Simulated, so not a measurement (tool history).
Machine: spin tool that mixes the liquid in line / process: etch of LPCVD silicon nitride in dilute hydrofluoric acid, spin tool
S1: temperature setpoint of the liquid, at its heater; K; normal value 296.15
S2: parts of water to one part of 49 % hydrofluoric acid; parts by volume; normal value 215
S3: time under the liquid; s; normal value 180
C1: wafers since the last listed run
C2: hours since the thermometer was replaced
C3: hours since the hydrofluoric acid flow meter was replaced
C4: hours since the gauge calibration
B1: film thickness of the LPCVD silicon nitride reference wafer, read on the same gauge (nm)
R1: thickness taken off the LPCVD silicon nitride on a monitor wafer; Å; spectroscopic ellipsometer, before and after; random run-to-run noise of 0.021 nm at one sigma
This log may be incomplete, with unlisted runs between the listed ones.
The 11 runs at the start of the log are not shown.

run    hour      S1   S2   S3    C1     C2     C3      C4       B1    R1
 12   646.6  296.15  215  180   266  106.5  183.5  1463.5  129.975  3.97
 13   711.4  300.15  215  130   479  171.3  248.3  1528.3  129.990  3.42
 14   759.7  296.15  215  180   357  219.6  296.6  1576.6  130.007  3.70
 15   830.5  300.15  215  130   523  290.4  367.4  1647.4  129.990  3.88
 16   982.8  296.15  215  180  1125  442.7  519.7  1799.7  130.013  3.55
     1008.3  -- hydrofluoric acid flow meter replaced
 17  1015.3  293.65  215  180   232  475.2    7.0  1832.2  130.021  3.09
 18  1072.8  296.15  215  180   425  532.7   64.5  1889.7  129.998  4.09
 19  1101.9  296.15  320  180   215  561.8   93.6  1918.8  130.015  2.61
     1129.0  -- gauge calibrated
 20  1151.9  293.15  170  240   369  611.8  143.6    22.9  129.987  5.33
 21  1189.1  296.15  215  180   274  649.0  180.8    60.1  130.002  3.36
 22  1240.9  294.15  165  140   382  700.8  232.6   111.9  130.016  3.52
 23  1308.4  296.15  255  115   498  768.3  300.1   179.4  129.997  2.14
     1311.5  -- thermometer replaced
 24  1343.6  296.15  215  235   252   32.1  335.3   214.6  129.992  4.65
 25  1404.2  296.15  215  180   447   92.7  395.9   275.2  129.987  3.73
 26  1469.0  296.15  250  255   479  157.5  460.7   340.0  129.991  4.88

Run 27 has not been measured yet. What should we expect?
 27  1503.9  296.15  215  180  257  192.4  495.6  374.9   ?   ?

Run 27 came out at B1 129.997, R1 3.58 Å.
Take away the tool's hidden state, keep the run-to-run variation as it was, and the same run would have given R1 3.58 Å.
